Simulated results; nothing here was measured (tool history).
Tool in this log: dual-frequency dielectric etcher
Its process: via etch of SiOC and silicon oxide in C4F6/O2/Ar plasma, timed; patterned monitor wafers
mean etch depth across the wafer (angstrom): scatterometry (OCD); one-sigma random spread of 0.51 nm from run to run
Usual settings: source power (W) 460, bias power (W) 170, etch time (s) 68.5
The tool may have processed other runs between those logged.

run	hour	source power (W)	bias power (W)	etch time (s)	wafers since the last listed run	hours since the last wet clean	hours since the last source power generator calibration	hours since the last bias power generator calibration	hours since the last upper electrode change	hours since the gauge calibration	read-back reference wafer on the same gauge, depth_nm	mean etch depth across the wafer (angstrom)
1	0.0	460	170	68.5	0	398.2	612.7	2221.5	4985.1	40.5	94.3	791
2	41.6	460	170	63.5	626	439.8	654.3	2263.1	5026.7	82.1	94.2	728
3	109.8	460	170	63.5	1027	508.0	722.5	2331.3	5094.9	150.3	94.4	724
# hour 232.6: wet clean of the chamber
4	233.1	460	170	63.5	1496	0.5	845.8	2454.6	5218.2	273.6	94.1	757
5	279.3	460	170	68.5	696	46.7	892.0	2500.8	5264.4	319.8	94.2	823
6	348.2	460	170	68.5	1038	115.6	960.9	2569.7	5333.3	388.7	94.5	808
7	396.3	420	208	83.0	724	163.7	1009.0	2617.8	5381.4	436.8	94.2	1016
8	472.1	370	170	87.0	1141	239.5	1084.8	2693.6	5457.2	512.6	94.3	973
# hour 548.7: upper electrode replaced
9	549.2	460	197	68.5	799	316.6	1161.9	2770.7	0.5	589.7	94.2	844
10	633.3	460	170	49.5	1267	400.7	1246.0	2854.8	84.6	673.8	94.2	579
# hour 684.8: bias power generator calibrated
11	719.8	520	170	55.5	1242	487.2	1332.5	35.0	171.1	760.3	94.4	661
12	767.2	350	143	58.0	714	534.6	1379.9	82.4	218.5	807.7	94.3	591
13	860.2	380	182	48.5	1401	627.6	1472.9	175.4	311.5	900.7	94.5	540
14	928.3	430	170	84.0	1025	695.7	1541.0	243.5	379.6	968.8	94.4	957
# hour 944.7: source power generator calibrated
# hour 960.5: wet clean of the chamber
15	989.0	390	142	77.0	615	28.5	44.3	304.2	440.3	1029.5	94.1	827
16	1034.6	460	170	68.5	686	74.1	89.9	349.8	485.9	1075.1	94.2	803
17	1102.3	460	170	68.5	1019	141.8	157.6	417.5	553.6	1142.8	94.4	808
18	1180.0	460	170	61.0	1170	219.5	235.3	495.2	631.3	1220.5	94.3	710
19	1245.8	460	189	68.5	991	285.3	301.1	561.0	697.1	1286.3	94.4	825
20	1331.6	460	170	68.5	1292	371.1	386.9	646.8	782.9	1372.1	94.4	794
21	1426.1	460	170	68.5	1423	465.6	481.4	741.3	877.4	1466.6	94.4	781
22	1565.5	530	152	68.5	2100	605.0	620.8	880.7	1016.8	1606.0	94.3	784

The next listed run, before its measurement:
23	1614.7	460	199	68.5	741	654.2	670.0	929.9	1066.0	1655.2	?	?

Run 23 yielded read-back reference wafer on the same gauge, depth_nm 94.3, mean etch depth across the wafer (angstrom) 813.
Were there no unlogged condition in the tool, this run, its random variation unchanged, would have produced mean etch depth across the wafer (angstrom) 847.
